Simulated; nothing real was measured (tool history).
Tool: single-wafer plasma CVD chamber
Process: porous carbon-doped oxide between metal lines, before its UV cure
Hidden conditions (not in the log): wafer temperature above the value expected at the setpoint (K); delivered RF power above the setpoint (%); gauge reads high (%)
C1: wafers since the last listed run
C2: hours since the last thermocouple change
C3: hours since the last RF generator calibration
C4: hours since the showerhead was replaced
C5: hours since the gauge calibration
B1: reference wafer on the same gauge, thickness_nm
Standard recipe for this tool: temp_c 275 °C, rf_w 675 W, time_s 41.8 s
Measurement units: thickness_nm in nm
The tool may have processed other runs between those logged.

{"run": 1, "hour": 0.0, "temp_c": 275, "rf_w": 675, "time_s": 41.8, "C1": 0, "C2": 2912.8, "C3": 1794.4, "C4": 7480.8, "C5": 451.3, "B1": 313.332, "thickness_nm": 313.025}
{"hour": 33.8, "done": "gauge calibrated"}
{"run": 2, "hour": 69.7, "temp_c": 275, "rf_w": 675, "time_s": 41.8, "C1": 1020, "C2": 2982.5, "C3": 1864.1, "C4": 7550.5, "C5": 35.9, "B1": 313.046, "thickness_nm": 312.472}
{"run": 3, "hour": 141.1, "temp_c": 284, "rf_w": 675, "time_s": 41.8, "C1": 1045, "C2": 3053.9, "C3": 1935.5, "C4": 7621.9, "C5": 107.3, "B1": 313.007, "thickness_nm": 294.211}
{"run": 4, "hour": 176.6, "temp_c": 284, "rf_w": 675, "time_s": 41.8, "C1": 519, "C2": 3089.4, "C3": 1971, "C4": 7657.4, "C5": 142.8, "B1": 313.09, "thickness_nm": 293.809}
{"run": 5, "hour": 243.2, "temp_c": 275, "rf_w": 675, "time_s": 41.8, "C1": 975, "C2": 3156, "C3": 2037.6, "C4": 7724, "C5": 209.4, "B1": 313.059, "thickness_nm": 311.788}
{"run": 6, "hour": 273.3, "temp_c": 275, "rf_w": 675, "time_s": 41.8, "C1": 440, "C2": 3186.1, "C3": 2067.7, "C4": 7754.1, "C5": 239.5, "B1": 313.226, "thickness_nm": 311.88}
{"hour": 303.4, "done": "thermocouple changed; heater temperature recalibrated"}
{"run": 7, "hour": 306.4, "temp_c": 275, "rf_w": 675, "time_s": 41.8, "C1": 367, "C2": 3, "C3": 2100.8, "C4": 7787.2, "C5": 272.6, "B1": 312.836, "thickness_nm": 311.622}
{"hour": 348.2, "done": "RF generator calibrated"}
{"run": 8, "hour": 374.3, "temp_c": 275, "rf_w": 675, "time_s": 41.8, "C1": 877, "C2": 70.9, "C3": 26.1, "C4": 7855.1, "C5": 340.5, "B1": 313.004, "thickness_nm": 322.48}
{"run": 9, "hour": 421.9, "temp_c": 266, "rf_w": 730, "time_s": 41.8, "C1": 697, "C2": 118.5, "C3": 73.7, "C4": 7902.7, "C5": 388.1, "B1": 313.065, "thickness_nm": 356.411}
{"run": 10, "hour": 479.6, "temp_c": 289, "rf_w": 565, "time_s": 37.9, "C1": 845, "C2": 176.2, "C3": 131.4, "C4": 7960.4, "C5": 445.8, "B1": 312.971, "thickness_nm": 244.529}
{"hour": 505.2, "done": "gauge calibrated"}
{"run": 11, "hour": 515.1, "temp_c": 265, "rf_w": 775, "time_s": 41.8, "C1": 519, "C2": 211.7, "C3": 166.9, "C4": 7995.9, "C5": 9.9, "B1": 313.207, "thickness_nm": 369.871}
{"run": 12, "hour": 547.9, "temp_c": 275, "rf_w": 675, "time_s": 38, "C1": 480, "C2": 244.5, "C3": 199.7, "C4": 8028.7, "C5": 42.7, "B1": 312.63, "thickness_nm": 293.108}
{"hour": 578.3, "done": "showerhead replaced"}
{"run": 13, "hour": 592.9, "temp_c": 275, "rf_w": 615, "time_s": 38.9, "C1": 541, "C2": 289.5, "C3": 244.7, "C4": 14.6, "C5": 87.7, "B1": 313.111, "thickness_nm": 283.943}
{"run": 14, "hour": 649.9, "temp_c": 275, "rf_w": 675, "time_s": 41.8, "C1": 834, "C2": 346.5, "C3": 301.7, "C4": 71.6, "C5": 144.7, "B1": 313.044, "thickness_nm": 320.955}
{"run": 15, "hour": 713.9, "temp_c": 270, "rf_w": 805, "time_s": 48.7, "C1": 937, "C2": 410.5, "C3": 365.7, "C4": 135.6, "C5": 208.7, "B1": 313.189, "thickness_nm": 420.073}
{"run": 16, "hour": 770.3, "temp_c": 275, "rf_w": 675, "time_s": 47.7, "C1": 825, "C2": 466.9, "C3": 422.1, "C4": 192, "C5": 265.1, "B1": 313.186, "thickness_nm": 364.492}

Each row is a separate what-if for the run after 16, all from the same tool condition, not one after another. Results?
{"run": "A", "hour": 770.7, "temp_c": 275, "rf_w": 675, "time_s": 41.8, "C1": 5, "C2": 467.3, "C3": 422.5, "C4": 192.4, "C5": 265.5, "B1": "?", "thickness_nm": "?"}
{"run": "B", "hour": 770.7, "temp_c": 275, "rf_w": 565, "time_s": 41.8, "C1": 5, "C2": 467.3, "C3": 422.5, "C4": 192.4, "C5": 265.5, "B1": "?", "thickness_nm": "?"}
{"run": "C", "hour": 770.7, "temp_c": 264, "rf_w": 675, "time_s": 48.1, "C1": 5, "C2": 467.3, "C3": 422.5, "C4": 192.4, "C5": 265.5, "B1": "?", "thickness_nm": "?"}

run=A B1=312.755 thickness_nm=319.75
run=B B1=312.755 thickness_nm=292.121
run=C B1=312.755 thickness_nm=395.843
Stripped of hidden state, with their random variation kept, the same runs would have yielded:
run=A thickness_nm=323.581
run=B thickness_nm=295.676
run=C thickness_nm=400.586
